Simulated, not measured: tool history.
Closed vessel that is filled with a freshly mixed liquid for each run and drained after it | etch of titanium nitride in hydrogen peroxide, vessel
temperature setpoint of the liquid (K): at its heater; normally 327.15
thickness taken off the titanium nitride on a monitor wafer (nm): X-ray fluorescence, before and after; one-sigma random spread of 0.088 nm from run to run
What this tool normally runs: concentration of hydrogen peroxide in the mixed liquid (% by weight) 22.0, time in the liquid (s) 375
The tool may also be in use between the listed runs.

run	hour	temperature setpoint of the liquid (K)	concentration of hydrogen peroxide in the mixed liquid (% by weight)	time in the liquid (s)	wafers since the last listed run	hours since the thermometer was replaced	hours since the peroxide flow meter was replaced	hours since the drum of peroxide was connected	hours since the gauge calibration	read-back film thickness of the titanium nitride reference wafer, read on the same gauge (nm)	thickness taken off the titanium nitride on a monitor wafer (nm)
1	0.0	319.65	22.0	375	0	257.4	870.4	948.7	230.5	139.99	11.38
2	26.2	319.65	22.0	375	2225	283.6	896.6	974.9	256.7	139.99	11.39
3	59.5	327.15	22.0	375	2829	316.9	929.9	1008.2	290.0	140.00	19.64
4	81.6	329.65	22.0	475	1877	339.0	952.0	1030.3	312.1	140.01	29.69
5	115.2	327.15	20.5	540	2854	372.6	985.6	1063.9	345.7	139.99	27.99
6	140.1	322.15	25.5	375	2115	397.5	1010.5	1088.8	370.6	140.00	14.23
7	164.9	322.15	25.5	375	2106	422.3	1035.3	1113.6	395.4	139.99	14.27
8	178.7	322.15	25.5	375	1172	436.1	1049.1	1127.4	409.2	140.00	14.25
9	191.0	327.15	22.0	375	1044	448.4	1061.4	1139.7	421.5	139.99	19.65
10	223.1	327.15	22.0	375	2727	480.5	1093.5	1171.8	453.6	140.00	19.91
11	251.0	327.15	22.0	375	2370	508.4	1121.4	1199.7	481.5	140.01	19.71
12	276.5	327.15	22.0	375	2166	533.9	1146.9	1225.2	507.0	140.01	19.83
13	306.5	327.15	22.0	375	2548	563.9	1176.9	1255.2	537.0	139.98	19.86
14	327.2	327.15	26.0	375	1758	584.6	1197.6	1275.9	557.7	139.98	20.76
# hour 348.5: thermometer replaced
15	359.3	327.15	25.0	245	2642	10.8	1229.7	1308.0	589.8	140.00	12.92
# hour 389.7: peroxide flow meter replaced
16	393.5	327.15	25.0	205	2820	45.0	3.8	1342.2	624.0	140.00	10.89
17	410.5	327.15	20.5	540	1444	62.0	20.8	1359.2	641.0	140.00	27.65
# hour 423.9: new drum of peroxide connected
18	445.4	327.15	22.0	545	2880	96.9	55.7	21.5	675.9	140.00	28.52
# hour 468.9: gauge calibrated
19	480.4	329.65	22.0	475	2973	131.9	90.7	56.5	11.5	139.99	29.55
20	496.1	327.15	25.0	205	1333	147.6	106.4	72.2	27.2	140.01	10.96
21	593.6	333.15	28.0	280	8283	245.1	203.9	169.7	124.7	139.99	23.47
22	628.3	332.15	22.0	595	2948	279.8	238.6	204.4	159.4	140.01	43.90
23	661.4	332.15	26.5	225	2812	312.9	271.7	237.5	192.5	140.00	17.42
24	684.5	331.15	28.0	465	1962	336.0	294.8	260.6	215.6	139.99	34.18
25	700.2	327.15	18.0	375	1333	351.7	310.5	276.3	231.3	140.01	18.90
26	725.5	337.15	22.0	375	2149	377.0	335.8	301.6	256.6	139.99	38.93
27	741.1	327.15	22.0	375	1325	392.6	351.4	317.2	272.2	140.01	19.70

What if the next run were any one of these 5? Each begins from the tool's condition after run 27:
A	741.9	327.15	22.0	375	67	393.4	352.2	318.0	273.0	?	?
B	741.9	327.15	24.0	240	67	393.4	352.2	318.0	273.0	?	?
C	741.9	324.15	25.5	525	67	393.4	352.2	318.0	273.0	?	?
D	741.9	319.65	24.0	295	67	393.4	352.2	318.0	273.0	?	?
E	741.9	323.65	22.0	465	67	393.4	352.2	318.0	273.0	?	?

run	read-back film thickness of the titanium nitride reference wafer, read on the same gauge (nm)	thickness taken off the titanium nitride on a monitor wafer (nm)
A	140.02	19.94
B	140.02	13.01
C	140.02	23.30
D	140.02	9.32
E	140.02	19.28
Take away the tool's hidden state, keep each run's random variation, and the runs would have read:
run	thickness taken off the titanium nitride on a monitor wafer (nm)
A	19.47
B	12.70
C	22.74
D	9.09
E	18.81
